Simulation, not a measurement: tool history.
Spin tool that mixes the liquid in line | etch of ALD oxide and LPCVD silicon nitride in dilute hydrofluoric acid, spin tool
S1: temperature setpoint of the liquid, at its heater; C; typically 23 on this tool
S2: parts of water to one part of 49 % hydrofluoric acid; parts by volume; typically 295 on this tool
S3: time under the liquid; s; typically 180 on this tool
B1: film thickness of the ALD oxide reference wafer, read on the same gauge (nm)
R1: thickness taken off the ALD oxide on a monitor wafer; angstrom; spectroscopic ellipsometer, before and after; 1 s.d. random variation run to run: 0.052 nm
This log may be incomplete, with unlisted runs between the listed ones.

run	hour	S1	S2	S3	B1	R1
1	0	23	295	180	70	94.2
2	17.3	23	295	180	70.04	92.5
3	29.9	23	295	180	69.96	93.1
4	66	23	295	180	70.02	92.2
5	81.3	27	295	180	69.98	107.3
6	97.3	27	295	180	69.99	107
7	109.1	27	295	180	69.98	106
8	116.6	23	295	180	69.98	92.6
9	124.4	23	295	180	70.06	93
10	137.4	23	295	180	70.03	93.1
11	145.8	23	295	180	70.03	92.5
12	159.2	23	295	180	69.98	93.7
13	168.4	23	295	180	69.96	92.7
14	181.6	27.5	295	180	69.97	108.6
15	194.6	18	170	220	70.02	184.1
16	202.7	18.5	210	245	70	164.1
17	218.5	23	295	180	70.02	92.3
18	226.4	27	295	180	69.97	105.4
19	240.5	26	295	180	69.95	103.4
20	250.4	23	295	180	69.99	93.2
21	258.1	24.5	160	105	69.99	122.5
22	275.9	19.5	190	140	70.02	109.3
23	287.8	23	360	180	69.96	72.4
24	296.8	23	295	130	70.02	66.5

Between the runs listed above, the log contained 3 entries, not reproduced here. Where in the sequence does each belong, and how does what the log doesn't record of the tool's condition differ from the listed run before to the listed run after?
From run 6 to run 7: gauge calibrated (hour 108.5)
  no difference in the tool's unlogged condition between these two runs
From run 9 to run 10: thermometer replaced (hour 127.9); hydrofluoric acid flow meter replaced (hour 135.3)
  no difference in the tool's unlogged condition between these two runs
